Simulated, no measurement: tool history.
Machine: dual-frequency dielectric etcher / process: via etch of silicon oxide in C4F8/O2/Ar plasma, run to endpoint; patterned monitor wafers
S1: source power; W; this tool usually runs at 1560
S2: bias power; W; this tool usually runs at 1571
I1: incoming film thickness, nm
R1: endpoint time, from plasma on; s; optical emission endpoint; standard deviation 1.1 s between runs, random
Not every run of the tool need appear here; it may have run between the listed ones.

run 1 day=0 | S1=1560 S2=1571 | I1=915.3 | R1=238
run 2 day=2.671 | S1=1560 S2=1571 | I1=907.6 | R1=234.3
run 3 day=4.546 | S1=1370 S2=1571 | I1=903.9 | R1=243.9
run 4 day=7.117 | S1=1370 S2=1571 | I1=911.1 | R1=245.5
run 5 day=9.217 | S1=1450 S2=1353 | I1=912.9 | R1=253
-- day=10.938 wet clean of the chamber
-- day=11.062 source power generator calibrated
run 6 day=11.762 | S1=1450 S2=1353 | I1=914.4 | R1=249.2
run 7 day=13.371 | S1=1560 S2=1374 | I1=909.7 | R1=240.5
run 8 day=14.883 | S1=1560 S2=1374 | I1=903.6 | R1=239.9
-- day=15.304 bias power generator calibrated
run 9 day=17.4 | S1=1410 S2=1449 | I1=908.5 | R1=246.1
-- day=18.746 upper electrode replaced
run 10 day=19.15 | S1=1840 S2=1457 | I1=915.2 | R1=230.5
run 11 day=20.412 | S1=1560 S2=1571 | I1=913.4 | R1=238.1
run 12 day=22.142 | S1=1560 S2=1571 | I1=905.4 | R1=236.7
run 13 day=24.417 | S1=1890 S2=1436 | I1=917.6 | R1=228
-- day=26.421 wet clean of the chamber
run 14 day=26.442 | S1=1210 S2=1345 | I1=906.5 | R1=259
run 15 day=27.775 | S1=1280 S2=1307 | I1=909 | R1=259.7
run 16 day=31.833 | S1=1440 S2=1727 | I1=897.8 | R1=232.5

For each run, the measured value with the value that run would have given without the tool's hidden condition subtracted. The run-to-run variation is shared by both, the gauge scatter possibly not:
What the log doesn't record here: etch rate over this chamber's usual, %; source power that arrives over what is set, %; bias power that arrives over what is set, %.
run=1 R1=+1.8
run=2 R1=+2.6
run=3 R1=+3.3
run=4 R1=+4.1
run=5 R1=+4.9
run=6 R1=-0.2
run=7 R1=+0.3
run=8 R1=+0.7
run=9 R1=+1.5
run=10 R1=+1.9
run=11 R1=+2.4
run=12 R1=+2.9
run=13 R1=+3.5
run=14 R1=+0
run=15 R1=+0.4
run=16 R1=+1.5
